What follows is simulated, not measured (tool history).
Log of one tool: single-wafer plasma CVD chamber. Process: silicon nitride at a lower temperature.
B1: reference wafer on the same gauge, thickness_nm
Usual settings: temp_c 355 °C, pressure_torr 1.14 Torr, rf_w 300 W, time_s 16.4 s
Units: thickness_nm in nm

{"run": 1, "hour": 0.0, "temp_c": 355, "pressure_torr": 1.14, "rf_w": 300, "time_s": 16.4, "B1": 18.958, "thickness_nm": 16.107}
{"run": 2, "hour": 12.0, "temp_c": 355, "pressure_torr": 1.14, "rf_w": 300, "time_s": 16.4, "B1": 19.022, "thickness_nm": 16.184}
{"run": 3, "hour": 25.7, "temp_c": 355, "pressure_torr": 1.14, "rf_w": 300, "time_s": 16.4, "B1": 19.031, "thickness_nm": 16.174}
{"run": 4, "hour": 36.8, "temp_c": 355, "pressure_torr": 1.14, "rf_w": 300, "time_s": 16.4, "B1": 19.001, "thickness_nm": 16.136}
{"run": 5, "hour": 50.4, "temp_c": 355, "pressure_torr": 1.14, "rf_w": 300, "time_s": 16.4, "B1": 19.021, "thickness_nm": 15.933}
{"run": 6, "hour": 61.1, "temp_c": 355, "pressure_torr": 1.14, "rf_w": 300, "time_s": 16.4, "B1": 19.048, "thickness_nm": 15.987}
{"run": 7, "hour": 71.5, "temp_c": 355, "pressure_torr": 1.14, "rf_w": 300, "time_s": 16.4, "B1": 19.023, "thickness_nm": 16.099}
{"run": 8, "hour": 83.8, "temp_c": 355, "pressure_torr": 1.14, "rf_w": 300, "time_s": 16.4, "B1": 19.008, "thickness_nm": 15.944}
{"run": 9, "hour": 92.0, "temp_c": 355, "pressure_torr": 1.14, "rf_w": 300, "time_s": 16.4, "B1": 18.987, "thickness_nm": 15.879}
{"hour": 113.0, "done": "capacitance manometer re-zeroed and calibrated"}
{"run": 10, "hour": 113.5, "temp_c": 355, "pressure_torr": 1.14, "rf_w": 300, "time_s": 16.4, "B1": 19.037, "thickness_nm": 15.825}
{"run": 11, "hour": 116.6, "temp_c": 355, "pressure_torr": 1.14, "rf_w": 300, "time_s": 16.4, "B1": 19.029, "thickness_nm": 15.908}
{"run": 12, "hour": 129.8, "temp_c": 355, "pressure_torr": 1.14, "rf_w": 300, "time_s": 16.4, "B1": 19.007, "thickness_nm": 15.946}
{"hour": 147.8, "done": "RF generator calibrated"}
{"run": 13, "hour": 148.3, "temp_c": 355, "pressure_torr": 1.14, "rf_w": 300, "time_s": 16.4, "B1": 18.967, "thickness_nm": 16.854}
{"hour": 152.1, "done": "gauge calibrated"}
{"run": 14, "hour": 154.0, "temp_c": 355, "pressure_torr": 1.14, "rf_w": 270, "time_s": 18.7, "B1": 19.016, "thickness_nm": 17.47}
{"hour": 162.5, "done": "thermocouple changed; heater temperature recalibrated"}
{"hour": 164.0, "done": "showerhead replaced"}
{"run": 15, "hour": 169.6, "temp_c": 355, "pressure_torr": 1.38, "rf_w": 300, "time_s": 16.4, "B1": 19.017, "thickness_nm": 18.049}
{"run": 16, "hour": 182.4, "temp_c": 355, "pressure_torr": 0.9, "rf_w": 300, "time_s": 16.4, "B1": 19.022, "thickness_nm": 15.608}
{"run": 17, "hour": 191.8, "temp_c": 345, "pressure_torr": 1.14, "rf_w": 275, "time_s": 19.5, "B1": 18.978, "thickness_nm": 18.732}
{"run": 18, "hour": 206.1, "temp_c": 355, "pressure_torr": 1.14, "rf_w": 300, "time_s": 16.4, "B1": 19.001, "thickness_nm": 17.021}
{"run": 19, "hour": 214.9, "temp_c": 355, "pressure_torr": 1.36, "rf_w": 345, "time_s": 18.3, "B1": 18.977, "thickness_nm": 22.361}
{"run": 20, "hour": 231.5, "temp_c": 355, "pressure_torr": 1.14, "rf_w": 300, "time_s": 16.4, "B1": 19.017, "thickness_nm": 16.89}
{"run": 21, "hour": 244.5, "temp_c": 355, "pressure_torr": 1.14, "rf_w": 300, "time_s": 16.4, "B1": 19.033, "thickness_nm": 16.835}
{"run": 22, "hour": 251.8, "temp_c": 368, "pressure_torr": 1.34, "rf_w": 270, "time_s": 18.9, "B1": 19.024, "thickness_nm": 18.569}
{"run": 23, "hour": 269.6, "temp_c": 355, "pressure_torr": 1.14, "rf_w": 300, "time_s": 16.4, "B1": 19.022, "thickness_nm": 16.936}
{"run": 24, "hour": 281.9, "temp_c": 355, "pressure_torr": 1.14, "rf_w": 300, "time_s": 16.4, "B1": 18.97, "thickness_nm": 16.756}
{"run": 25, "hour": 293.8, "temp_c": 355, "pressure_torr": 1.14, "rf_w": 355, "time_s": 13.4, "B1": 19.017, "thickness_nm": 15.702}
{"run": 26, "hour": 304.4, "temp_c": 364, "pressure_torr": 1.03, "rf_w": 330, "time_s": 18.4, "B1": 18.952, "thickness_nm": 19.612}

Forecast each of these 4 alternatives for the next run:
{"run": "A", "hour": 304.8, "temp_c": 355, "pressure_torr": 1.14, "rf_w": 300, "time_s": 13.4, "B1": "?", "thickness_nm": "?"}
{"run": "B", "hour": 304.8, "temp_c": 355, "pressure_torr": 1.14, "rf_w": 355, "time_s": 16.4, "B1": "?", "thickness_nm": "?"}
{"run": "C", "hour": 304.8, "temp_c": 355, "pressure_torr": 1.23, "rf_w": 330, "time_s": 16.4, "B1": "?", "thickness_nm": "?"}
{"run": "D", "hour": 304.8, "temp_c": 342, "pressure_torr": 1.14, "rf_w": 345, "time_s": 13.5, "B1": "?", "thickness_nm": "?"}

run=A B1=19.007 thickness_nm=13.732
run=B B1=19.007 thickness_nm=19.182
run=C B1=19.007 thickness_nm=18.581
run=D B1=19.007 thickness_nm=15.524
Without the tool's hidden state the same runs would have given:
run=A thickness_nm=13.837
run=B thickness_nm=19.320
run=C thickness_nm=18.714
run=D thickness_nm=15.635
